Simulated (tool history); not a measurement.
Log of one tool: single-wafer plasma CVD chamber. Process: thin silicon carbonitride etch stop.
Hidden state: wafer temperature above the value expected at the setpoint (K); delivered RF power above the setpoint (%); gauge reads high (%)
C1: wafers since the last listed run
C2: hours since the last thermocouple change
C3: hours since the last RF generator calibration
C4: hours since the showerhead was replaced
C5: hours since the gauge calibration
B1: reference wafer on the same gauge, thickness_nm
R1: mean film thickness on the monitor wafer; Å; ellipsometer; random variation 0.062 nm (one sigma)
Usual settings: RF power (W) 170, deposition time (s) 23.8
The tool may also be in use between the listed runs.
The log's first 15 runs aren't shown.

Run 16, hour 301.8: usual settings but RF power (W) 150, deposition time (s) 27.1; C1 311; C2 1390.0; C3 2035.0; C4 6103.5; C5 151.0; B1 13.724. Result: R1 134.01 Å.
Run 17, hour 315.4: usual settings but RF power (W) 155, deposition time (s) 25.9; C1 391; C2 1403.6; C3 2048.6; C4 6117.1; C5 164.6; B1 13.702. Result: R1 130.25 Å.
At hour 324.3: thermocouple changed; heater temperature recalibrated.
At hour 325.1: showerhead replaced.
Run 18, hour 330.1: usual settings; C1 170; C2 5.8; C3 2063.3; C4 5.0; C5 179.3; B1 13.686. Result: R1 126.85 Å.
Run 19, hour 344.5: usual settings but RF power (W) 185, deposition time (s) 25.6; C1 414; C2 20.2; C3 2077.7; C4 19.4; C5 193.7; B1 13.690. Result: R1 142.10 Å.
Run 20, hour 353.2: usual settings; C1 250; C2 28.9; C3 2086.4; C4 28.1; C5 202.4; B1 13.716. Result: R1 126.84 Å.
Run 21, hour 404.2: usual settings but RF power (W) 200, deposition time (s) 20.3; C1 1469; C2 79.9; C3 2137.4; C4 79.1; C5 253.4; B1 13.681. Result: R1 117.37 Å.
At hour 417.4: RF generator calibrated.
Run 22, hour 417.9: usual settings but RF power (W) 190, deposition time (s) 25.5; C1 164; C2 93.6; C3 0.5; C4 92.8; C5 267.1; B1 13.703. Result: R1 143.03 Å.
Run 23, hour 426.8: usual settings but RF power (W) 150; C1 256; C2 102.5; C3 9.4; C4 101.7; C5 276.0; B1 13.701. Result: R1 118.04 Å.
Run 24, hour 444.2: usual settings; C1 501; C2 119.9; C3 26.8; C4 119.1; C5 293.4; B1 13.693. Result: R1 126.17 Å.
Run 25, hour 452.5: usual settings but RF power (W) 160, deposition time (s) 26.0; C1 239; C2 128.2; C3 35.1; C4 127.4; C5 301.7; B1 13.674. Result: R1 132.46 Å.
Run 26, hour 464.5: usual settings but RF power (W) 160, deposition time (s) 19.4; C1 345; C2 140.2; C3 47.1; C4 139.4; C5 313.7; B1 13.676. Result: R1 100.25 Å.
Run 27, hour 474.8: usual settings but RF power (W) 140, deposition time (s) 25.0; C1 296; C2 150.5; C3 57.4; C4 149.7; C5 324.0; B1 13.695. Result: R1 118.96 Å.
Run 28, hour 487.7: usual settings but RF power (W) 180, deposition time (s) 20.3; C1 371; C2 163.4; C3 70.3; C4 162.6; C5 336.9; B1 13.713. Result: R1 111.88 Å.
Run 29, hour 502.7: usual settings but RF power (W) 195, deposition time (s) 20.3; C1 432; C2 178.4; C3 85.3; C4 177.6; C5 351.9; B1 13.712. Result: R1 116.66 Å.
Run 30, hour 519.4: usual settings; C1 481; C2 195.1; C3 102.0; C4 194.3; C5 368.6; B1 13.690. Result: R1 127.30 Å.
Run 31, hour 529.3: usual settings; C1 285; C2 205.0; C3 111.9; C4 204.2; C5 378.5; B1 13.712. Result: R1 127.15 Å.
Run 32, hour 544.1: usual settings but RF power (W) 145; C1 426; C2 219.8; C3 126.7; C4 219.0; C5 393.3; B1 13.701. Result: R1 115.51 Å.
Run 33, hour 580.5: usual settings but RF power (W) 190, deposition time (s) 21.3; C1 1048; C2 256.2; C3 163.1; C4 255.4; C5 429.7; B1 13.682. Result: R1 119.80 Å.
Run 34, hour 596.5: usual settings but RF power (W) 135, deposition time (s) 20.1; C1 460; C2 272.2; C3 179.1; C4 271.4; C5 445.7; B1 13.684. Result: R1 93.42 Å.
Run 35, hour 603.5: usual settings but RF power (W) 200; C1 201; C2 279.2; C3 186.1; C4 278.4; C5 452.7; B1 13.688. Result: R1 137.09 Å.
At hour 608.8: gauge calibrated.
Run 36, hour 615.0: usual settings; C1 331; C2 290.7; C3 197.6; C4 289.9; C5 6.2; B1 13.721. Result: R1 126.00 Å.

4 ways to go on from here, each from the tool as it stands after run 36. What would each give?
Run A, hour 615.4: usual settings but deposition time (s) 26.2; C1 11; C2 291.1; C3 198.0; C4 290.3; C5 6.6; B1 ?. Result: R1 ?.
Run B, hour 615.4: usual settings but RF power (W) 195, deposition time (s) 25.2; C1 11; C2 291.1; C3 198.0; C4 290.3; C5 6.6; B1 ?. Result: R1 ?.
Run C, hour 615.4: usual settings but RF power (W) 185; C1 11; C2 291.1; C3 198.0; C4 290.3; C5 6.6; B1 ?. Result: R1 ?.
Run D, hour 615.4: usual settings but RF power (W) 160, deposition time (s) 20.3; C1 11; C2 291.1; C3 198.0; C4 290.3; C5 6.6; B1 ?. Result: R1 ?.

run      B1      R1
  A  13.677  140.26
  B  13.677  144.24
  C  13.677  132.86
  D  13.677  105.29
Without the tool's hidden state the same runs would have given:
run      R1
  A  140.26
  B  144.24
  C  132.86
  D  105.29

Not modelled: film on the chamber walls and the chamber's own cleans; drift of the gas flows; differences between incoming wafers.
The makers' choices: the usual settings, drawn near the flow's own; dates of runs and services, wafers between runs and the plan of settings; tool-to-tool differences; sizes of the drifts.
